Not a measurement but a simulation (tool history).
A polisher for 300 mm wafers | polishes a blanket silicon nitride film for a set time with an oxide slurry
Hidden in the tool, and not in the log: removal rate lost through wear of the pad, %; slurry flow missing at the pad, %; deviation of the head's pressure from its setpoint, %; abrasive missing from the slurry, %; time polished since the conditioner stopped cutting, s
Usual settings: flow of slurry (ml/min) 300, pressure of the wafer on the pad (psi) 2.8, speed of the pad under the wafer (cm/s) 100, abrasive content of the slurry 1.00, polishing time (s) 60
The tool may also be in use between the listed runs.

| run | hour | flow of slurry (ml/min) | pressure of the wafer on the pad (psi) | speed of the pad under the wafer (cm/s) | abrasive content of the slurry | polishing time (s) | wafers since the last listed run | wafers polished on this pad | hours since the slurry nozzle was cleaned | hours since the head pressure was calibrated | hours since the slurry blender was calibrated | hours since the conditioning disc was replaced | incoming thickness of the incoming film, nm | film removed (angstrom) |
|---|---|---|---|---|---|---|---|---|---|---|---|---|---|---|
| 1 | 0.0 | 335 | 2.8 | 100 | 1.00 | 60 | 0 | 1300 | 251.9 | 439.2 | 113.9 | 43.5 | 312.0 | 278 |
|  | 35.2 | head pressure recalibrated |
| 2 | 44.3 | 300 | 2.8 | 100 | 1.00 | 60 | 426 | 1726 | 296.2 | 9.1 | 158.2 | 87.8 | 308.3 | 275 |
| 3 | 108.3 | 300 | 2.8 | 100 | 1.00 | 60 | 644 | 2371 | 360.2 | 73.1 | 222.2 | 151.8 | 303.4 | 271 |
| 4 | 166.8 | 300 | 2.8 | 100 | 0.85 | 60 | 589 | 2960 | 418.7 | 131.6 | 280.7 | 210.3 | 312.4 | 248 |
|  | 214.1 | worn pad replaced by a new one |
| 5 | 263.0 | 300 | 2.8 | 100 | 0.85 | 60 | 928 | 492 | 514.9 | 227.8 | 376.9 | 306.5 | 310.3 | 250 |
|  | 339.4 | slurry blender recalibrated |
| 6 | 366.8 | 300 | 2.8 | 100 | 1.00 | 60 | 1025 | 1518 | 618.7 | 331.6 | 27.4 | 410.3 | 309.1 | 284 |
|  | 372.5 | conditioning disc replaced and pad reconditioned |
| 7 | 439.2 | 300 | 2.8 | 100 | 1.00 | 60 | 709 | 2227 | 691.1 | 404.0 | 99.8 | 66.7 | 306.6 | 279 |
|  | 461.5 | head pressure recalibrated |
| 8 | 478.7 | 300 | 2.8 | 100 | 1.00 | 60 | 377 | 2605 | 730.6 | 17.2 | 139.3 | 106.2 | 313.4 | 279 |
| 9 | 556.9 | 300 | 2.8 | 100 | 1.00 | 60 | 787 | 3392 | 808.8 | 95.4 | 217.5 | 184.4 | 313.2 | 272 |
|  | 587.0 | slurry nozzle cleaned |
|  | 617.0 | worn pad replaced by a new one |
| 10 | 630.4 | 300 | 2.8 | 100 | 1.00 | 60 | 689 | 134 | 43.4 | 168.9 | 291.0 | 257.9 | 307.6 | 267 |
|  | 717.0 | slurry blender recalibrated |
| 11 | 738.1 | 300 | 2.8 | 100 | 1.00 | 60 | 1064 | 1199 | 151.1 | 276.6 | 21.1 | 365.6 | 312.8 | 292 |
|  | 774.7 | conditioning disc replaced and pad reconditioned |
| 12 | 838.1 | 300 | 2.8 | 100 | 0.90 | 60 | 987 | 2186 | 251.1 | 376.6 | 121.1 | 63.4 | 309.6 | 273 |
| 13 | 912.0 | 300 | 2.8 | 88 | 1.20 | 60 | 744 | 2931 | 325.0 | 450.5 | 195.0 | 137.3 | 314.5 | 260 |
|  | 925.2 | head pressure recalibrated |
| 14 | 1008.7 | 300 | 3.7 | 100 | 1.00 | 43 | 953 | 3884 | 421.7 | 83.5 | 291.7 | 234.0 | 309.2 | 257 |
|  | 1072.9 | worn pad replaced by a new one |
|  | 1099.6 | slurry blender recalibrated |
| 15 | 1115.8 | 300 | 2.8 | 84 | 1.00 | 60 | 1018 | 411 | 528.8 | 190.6 | 16.2 | 341.1 | 308.5 | 254 |
| 16 | 1157.4 | 300 | 2.8 | 100 | 1.00 | 60 | 419 | 830 | 570.4 | 232.2 | 57.8 | 382.7 | 312.9 | 287 |
|  | 1207.7 | conditioning disc replaced and pad reconditioned |
| 17 | 1249.7 | 375 | 2.8 | 100 | 1.00 | 60 | 909 | 1740 | 662.7 | 324.5 | 150.1 | 42.0 | 307.3 | 281 |
| 18 | 1288.1 | 300 | 3.1 | 100 | 1.00 | 60 | 386 | 2127 | 701.1 | 362.9 | 188.5 | 80.4 | 308.0 | 298 |
|  | 1380.0 | head pressure recalibrated |
| 19 | 1382.1 | 300 | 2.8 | 100 | 1.00 | 60 | 926 | 3054 | 795.1 | 2.1 | 282.5 | 174.4 | 310.3 | 268 |
|  | 1439.7 | worn pad replaced by a new one |
| 20 | 1482.1 | 300 | 2.8 | 100 | 0.85 | 60 | 966 | 426 | 895.1 | 102.1 | 382.5 | 274.4 | 305.2 | 247 |
|  | 1514.7 | slurry nozzle cleaned |
|  | 1527.3 | slurry blender recalibrated |
| 21 | 1527.7 | 300 | 2.8 | 100 | 0.90 | 68 | 429 | 856 | 13.0 | 147.7 | 0.4 | 320.0 | 309.2 | 327 |
| 22 | 1585.7 | 300 | 3.3 | 100 | 1.15 | 60 | 584 | 1440 | 71.0 | 205.7 | 58.4 | 378.0 | 312.3 | 355 |
|  | 1615.9 | conditioning disc replaced and pad reconditioned |
| 23 | 1622.6 | 300 | 1.8 | 100 | 1.00 | 60 | 351 | 1791 | 107.9 | 242.6 | 95.3 | 6.7 | 307.9 | 181 |
| 24 | 1673.7 | 300 | 2.8 | 128 | 1.00 | 60 | 514 | 2306 | 159.0 | 293.7 | 146.4 | 57.8 | 316.4 | 338 |
| 25 | 1763.9 | 300 | 2.2 | 100 | 1.15 | 60 | 908 | 3215 | 249.2 | 383.9 | 236.6 | 148.0 | 305.0 | 220 |
|  | 1823.6 | head pressure recalibrated |
| 26 | 1850.7 | 300 | 2.0 | 100 | 1.00 | 49 | 854 | 4069 | 336.0 | 27.1 | 323.4 | 234.8 | 310.7 | 153 |

Forecast each of these 3 alternatives for the next run:
| A | 1851.1 | 300 | 2.8 | 100 | 1.00 | 60 | 4 | 4073 | 336.4 | 27.5 | 323.8 | 235.2 | 310.3 | ? |
| B | 1851.1 | 300 | 2.0 | 78 | 1.20 | 60 | 4 | 4073 | 336.4 | 27.5 | 323.8 | 235.2 | 310.3 | ? |
| C | 1851.1 | 345 | 3.2 | 90 | 1.20 | 60 | 4 | 4073 | 336.4 | 27.5 | 323.8 | 235.2 | 310.3 | ? |

| run | film removed (angstrom) |
|---|---|
| A | 264 |
| B | 165 |
| C | 300 |
Without the tool's hidden state the same runs would have given:
| run | film removed (angstrom) |
|---|---|
| A | 297 |
| B | 184 |
| C | 334 |
